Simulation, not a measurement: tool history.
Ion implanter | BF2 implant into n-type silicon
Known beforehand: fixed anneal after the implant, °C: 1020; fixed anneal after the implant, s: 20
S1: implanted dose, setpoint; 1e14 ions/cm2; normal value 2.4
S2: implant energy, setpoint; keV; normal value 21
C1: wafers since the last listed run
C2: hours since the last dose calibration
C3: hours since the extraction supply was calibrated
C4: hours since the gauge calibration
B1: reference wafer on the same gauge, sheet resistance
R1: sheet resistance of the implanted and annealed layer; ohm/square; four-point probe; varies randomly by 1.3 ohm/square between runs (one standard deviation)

Run 1, hour 0: usual settings; C1 0; C2 1578.2; C3 7136.7; C4 475; B1 449.49. Result: R1 397.63 ohm/square.
Run 2, hour 53.3: usual settings; C1 1239; C2 1631.5; C3 7190; C4 528.3; B1 448.54. Result: R1 397.17 ohm/square.
Run 3, hour 83: usual settings but S2 15.5 keV; C1 690; C2 1661.2; C3 7219.7; C4 558; B1 449.64. Result: R1 411.89 ohm/square.
Run 4, hour 139: usual settings but S2 15.5 keV; C1 1302; C2 1717.2; C3 7275.7; C4 614; B1 448.83. Result: R1 409.71 ohm/square.
Run 5, hour 169.6: usual settings; C1 711; C2 1747.8; C3 7306.3; C4 644.6; B1 449.19. Result: R1 396.59 ohm/square.
Run 6, hour 238.3: usual settings; C1 1597; C2 1816.5; C3 7375; C4 713.3; B1 450. Result: R1 396.36 ohm/square.
Run 7, hour 345.8: usual settings; C1 2500; C2 1924; C3 7482.5; C4 820.8; B1 449.18. Result: R1 395.71 ohm/square.
Run 8, hour 377.4: usual settings; C1 734; C2 1955.6; C3 7514.1; C4 852.4; B1 448.26. Result: R1 396.66 ohm/square.
Run 9, hour 412.4: usual settings but S1 2.87 1e14 ions/cm2; C1 814; C2 1990.6; C3 7549.1; C4 887.4; B1 449.27. Result: R1 340.25 ohm/square.
At hour 424.4: extraction supply calibrated.
At hour 475.8: gauge calibrated.
Run 10, hour 477.7: usual settings but S2 16.5 keV; C1 1332; C2 2055.9; C3 53.3; C4 1.9; B1 449.31. Result: R1 403.45 ohm/square.
Run 11, hour 510.8: usual settings; C1 769; C2 2089; C3 86.4; C4 35; B1 449.18. Result: R1 394.55 ohm/square.
Run 12, hour 563.9: usual settings; C1 1234; C2 2142.1; C3 139.5; C4 88.1; B1 448.5. Result: R1 395.08 ohm/square.
Run 13, hour 617: usual settings but S1 2.16 1e14 ions/cm2; C1 1234; C2 2195.2; C3 192.6; C4 141.2; B1 448.68. Result: R1 431.39 ohm/square.
At hour 635.8: Faraday cup replaced and dose calibrated.
Run 14, hour 684.4: usual settings but S1 3.05 1e14 ions/cm2, S2 19 keV; C1 1381; C2 48.6; C3 260; C4 208.6; B1 448.9. Result: R1 334.96 ohm/square.
Run 15, hour 729.9: usual settings; C1 1058; C2 94.1; C3 305.5; C4 254.1; B1 449.1. Result: R1 406.43 ohm/square.
Run 16, hour 778: usual settings; C1 1118; C2 142.2; C3 353.6; C4 302.2; B1 449.32. Result: R1 403.59 ohm/square.
Run 17, hour 812.6: usual settings; C1 804; C2 176.8; C3 388.2; C4 336.8; B1 449.68. Result: R1 403.16 ohm/square.
Run 18, hour 858.7: usual settings but S1 1.85 1e14 ions/cm2, S2 25 keV; C1 1072; C2 222.9; C3 434.3; C4 382.9; B1 448.62. Result: R1 495.81 ohm/square.
Run 19, hour 926.8: usual settings but S1 2.8 1e14 ions/cm2, S2 16 keV; C1 1583; C2 291; C3 502.4; C4 451; B1 449.38. Result: R1 364.78 ohm/square.
Run 20, hour 994.6: usual settings but S2 18 keV; C1 1576; C2 358.8; C3 570.2; C4 518.8; B1 448.23. Result: R1 410.17 ohm/square.
Run 21, hour 1046.2: usual settings; C1 1200; C2 410.4; C3 621.8; C4 570.4; B1 448.83. Result: R1 403.96 ohm/square.
Run 22, hour 1081.6: usual settings; C1 823; C2 445.8; C3 657.2; C4 605.8; B1 448.64. Result: R1 403.5 ohm/square.
Run 23, hour 1127.7: usual settings but S1 2.87 1e14 ions/cm2, S2 25.5 keV; C1 1072; C2 491.9; C3 703.3; C4 651.9; B1 449.09. Result: R1 339.9 ohm/square.
Run 24, hour 1172.5: usual settings but S2 27 keV; C1 1041; C2 536.7; C3 748.1; C4 696.7; B1 448.95. Result: R1 392.7 ohm/square.
Run 25, hour 1198.2: usual settings but S1 2.85 1e14 ions/cm2; C1 597; C2 562.4; C3 773.8; C4 722.4; B1 449.27. Result: R1 348.01 ohm/square.
At hour 1375.2: gauge calibrated.
Run 26, hour 1406.4: usual settings but S1 2.12 1e14 ions/cm2, S2 17 keV; C1 4842; C2 770.6; C3 982; C4 31.2; B1 449.77. Result: R1 454.89 ohm/square.

Branching from run 26: 3 alternative next runs. What would each branch give?
Run A, hour 1406.8: usual settings; C1 9; C2 771; C3 982.4; C4 31.6; B1 ?. Result: R1 ?.
Run B, hour 1406.8: usual settings but S1 1.73 1e14 ions/cm2, S2 15.5 keV; C1 9; C2 771; C3 982.4; C4 31.6; B1 ?. Result: R1 ?.
Run C, hour 1406.8: usual settings but S1 1.83 1e14 ions/cm2, S2 13.5 keV; C1 9; C2 771; C3 982.4; C4 31.6; B1 ?. Result: R1 ?.

run      B1      R1
  A  449.16  399.82
  B  449.16  546.34
  C  449.16  528.01
The same runs, with their run-to-run variation unchanged, on a tool lacking any hidden condition would have given:
run      R1
  A  408.31
  B  558.28
  C  539.56

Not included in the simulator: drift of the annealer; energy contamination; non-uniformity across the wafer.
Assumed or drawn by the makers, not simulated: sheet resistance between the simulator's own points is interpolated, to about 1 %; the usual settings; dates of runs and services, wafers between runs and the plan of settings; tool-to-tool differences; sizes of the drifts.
